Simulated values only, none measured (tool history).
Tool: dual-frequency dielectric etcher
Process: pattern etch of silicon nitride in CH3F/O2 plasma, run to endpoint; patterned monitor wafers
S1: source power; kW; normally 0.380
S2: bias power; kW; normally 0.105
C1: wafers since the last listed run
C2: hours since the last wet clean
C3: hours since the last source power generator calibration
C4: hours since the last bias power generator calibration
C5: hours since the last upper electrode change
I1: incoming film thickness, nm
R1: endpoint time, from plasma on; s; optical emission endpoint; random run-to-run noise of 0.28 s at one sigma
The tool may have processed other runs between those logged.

run 1 hour=0.0 | S1=0.380 S2=0.098 | C1=0 C2=353.5 C3=1546.2 C4=2481.7 C5=4308.1 | I1=61.4 | R1=58.6
run 2 hour=42.6 | S1=0.380 S2=0.098 | C1=368 C2=396.1 C3=1588.8 C4=2524.3 C5=4350.7 | I1=60.8 | R1=57.8
-- hour=117.9 wet clean of the chamber
run 3 hour=135.1 | S1=0.380 S2=0.098 | C1=592 C2=17.2 C3=1681.3 C4=2616.8 C5=4443.2 | I1=61.0 | R1=60.4
run 4 hour=182.3 | S1=0.380 S2=0.105 | C1=408 C2=64.4 C3=1728.5 C4=2664.0 C5=4490.4 | I1=61.6 | R1=59.7
run 5 hour=247.5 | S1=0.430 S2=0.105 | C1=564 C2=129.6 C3=1793.7 C4=2729.2 C5=4555.6 | I1=61.3 | R1=55.0
run 6 hour=290.9 | S1=0.430 S2=0.105 | C1=375 C2=173.0 C3=1837.1 C4=2772.6 C5=4599.0 | I1=61.0 | R1=54.1
run 7 hour=389.7 | S1=0.430 S2=0.105 | C1=854 C2=271.8 C3=1935.9 C4=2871.4 C5=4697.8 | I1=61.6 | R1=53.9
-- hour=648.0 wet clean of the chamber
run 8 hour=662.2 | S1=0.380 S2=0.092 | C1=2149 C2=14.2 C3=2208.4 C4=3143.9 C5=4970.3 | I1=60.9 | R1=60.7
run 9 hour=714.8 | S1=0.380 S2=0.092 | C1=455 C2=66.8 C3=2261.0 C4=3196.5 C5=5022.9 | I1=61.0 | R1=60.7
-- hour=761.5 bias power generator calibrated
run 10 hour=791.3 | S1=0.380 S2=0.092 | C1=627 C2=143.3 C3=2337.5 C4=29.8 C5=5099.4 | I1=61.6 | R1=60.5
run 11 hour=895.0 | S1=0.380 S2=0.105 | C1=897 C2=247.0 C3=2441.2 C4=133.5 C5=5203.1 | I1=61.0 | R1=56.8
-- hour=1057.6 wet clean of the chamber
run 12 hour=1149.4 | S1=0.430 S2=0.105 | C1=1993 C2=91.8 C3=2695.6 C4=387.9 C5=5457.5 | I1=61.1 | R1=54.5
run 13 hour=1201.8 | S1=0.470 S2=0.079 | C1=453 C2=144.2 C3=2748.0 C4=440.3 C5=5509.9 | I1=61.1 | R1=56.1
-- hour=1226.7 source power generator calibrated
run 14 hour=1301.3 | S1=0.450 S2=0.119 | C1=826 C2=243.7 C3=74.6 C4=539.8 C5=5609.4 | I1=61.2 | R1=51.2
-- hour=1471.0 upper electrode replaced
-- hour=1607.8 wet clean of the chamber
run 15 hour=1613.9 | S1=0.330 S2=0.098 | C1=2289 C2=6.1 C3=387.2 C4=852.4 C5=142.9 | I1=62.1 | R1=68.1
run 16 hour=1664.6 | S1=0.410 S2=0.092 | C1=438 C2=56.8 C3=437.9 C4=903.1 C5=193.6 | I1=61.4 | R1=60.4
run 17 hour=1705.8 | S1=0.280 S2=0.098 | C1=356 C2=98.0 C3=479.1 C4=944.3 C5=234.8 | I1=61.2 | R1=74.7

Run 18 is up next; what results do you expect?
run 18 hour=1770.5 | S1=0.310 S2=0.080 | C1=559 C2=162.7 C3=543.8 C4=1009.0 C5=299.5 | I1=61.1 | R1=?

Run 18 produced R1 73.6 s.
Minus the tool's unlogged condition, the same run would have read R1 75.0 s.
